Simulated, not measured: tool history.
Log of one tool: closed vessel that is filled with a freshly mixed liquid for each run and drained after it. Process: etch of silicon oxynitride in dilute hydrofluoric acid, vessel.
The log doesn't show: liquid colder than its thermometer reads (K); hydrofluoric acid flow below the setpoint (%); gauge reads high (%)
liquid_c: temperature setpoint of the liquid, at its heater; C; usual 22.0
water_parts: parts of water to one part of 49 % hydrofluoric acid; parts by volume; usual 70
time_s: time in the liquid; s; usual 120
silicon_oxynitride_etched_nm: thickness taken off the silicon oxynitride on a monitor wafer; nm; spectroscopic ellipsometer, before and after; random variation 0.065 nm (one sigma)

run	day	liquid_c	water_parts	time_s	wafers since the last listed run	hours since the thermometer was replaced	hours since the hydrofluoric acid flow meter was replaced	hours since the gauge calibration	read-back film thickness of the silicon oxynitride reference wafer, read on the same gauge (nm)	silicon_oxynitride_etched_nm
1	0.000	20.0	70	120	0	579.0	1137.9	820.4	99.08	5.81
2	8.525	20.5	70	120	18732	783.6	1342.5	1025.0	98.26	5.82
3	10.662	22.0	70	120	4696	834.9	1393.8	1076.3	98.03	6.50
4	13.154	22.0	70	120	5475	894.7	1453.6	1136.1	97.73	6.31
5	15.404	22.0	90	120	4944	948.7	1507.6	1190.1	97.43	4.82
6	16.538	22.0	70	80	2490	975.9	1534.8	1217.3	97.31	4.27
7	19.450	22.0	70	80	6399	1045.8	1604.7	1287.2	96.94	4.24
8	21.775	22.0	70	80	5108	1101.6	1660.5	1343.0	96.62	4.12
9	23.900	22.0	70	120	4669	1152.6	1711.5	1394.0	96.30	6.32
10	25.342	22.0	70	120	3167	1187.2	1746.1	1428.6	96.10	6.34
11	27.738	22.0	70	120	5264	1244.7	1803.6	1486.1	95.76	6.16
# day 30.192: thermometer replaced
# day 30.254: hydrofluoric acid flow meter replaced
12	30.283	22.0	70	120	5411	2.2	0.7	1547.2	95.35	6.15
13	31.833	22.0	70	120	3405	39.4	37.9	1584.4	95.07	6.18
14	33.279	22.0	80	120	3177	74.1	72.6	1619.1	94.82	5.40
15	35.442	22.0	70	75	4751	126.0	124.5	1671.0	94.46	3.90
16	37.354	22.0	70	120	4202	171.9	170.4	1716.9	94.11	6.13
17	40.321	22.0	60	120	6518	243.1	241.6	1788.1	93.58	7.15
18	41.458	22.0	70	175	2499	270.4	268.9	1815.4	93.37	8.89
19	43.179	20.5	60	120	3781	311.7	310.2	1856.7	93.02	6.63
# day 44.142: gauge calibrated
20	44.288	22.0	70	120	2435	338.3	336.8	3.5	100.17	6.59
21	45.621	22.0	70	160	2929	370.3	368.8	35.5	100.16	8.69
22	46.875	22.0	70	120	2755	400.4	398.9	65.6	100.16	6.57
23	48.496	22.0	95	180	3561	439.3	437.8	104.5	100.13	7.09
24	50.058	26.5	70	60	3433	476.8	475.3	142.0	100.09	4.12
25	52.092	22.0	45	75	4468	525.6	524.1	190.8	100.10	6.46
26	53.512	22.0	70	100	3122	559.7	558.2	224.9	100.06	5.52
27	56.000	24.0	45	190	5466	619.4	617.9	284.6	99.98	18.03
28	57.333	22.0	70	150	2929	651.4	649.9	316.6	99.94	8.17
29	58.521	22.0	70	120	2609	679.9	678.4	345.1	99.90	6.61
30	61.371	26.0	70	100	6262	748.3	746.8	413.5	99.78	6.68
31	63.304	22.0	50	70	4248	794.7	793.2	459.9	99.70	5.37
32	65.425	22.0	70	120	4660	845.6	844.1	510.8	99.60	6.45
33	66.683	22.0	70	185	2765	875.8	874.3	541.0	99.51	9.96

The same runs without the tool's hidden state, with the same run-to-run variation:
run	silicon_oxynitride_etched_nm
1	5.86
2	5.93
3	6.63
4	6.45
5	4.94
6	4.39
7	4.37
8	4.26
9	6.56
10	6.60
11	6.44
12	6.45
13	6.50
14	5.70
15	4.13
16	6.51
17	7.64
18	9.53
19	7.13
20	6.58
21	8.68
22	6.56
23	7.08
24	4.11
25	6.46
26	5.52
27	18.04
28	8.18
29	6.62
30	6.69
31	5.39
32	6.48
33	10.01
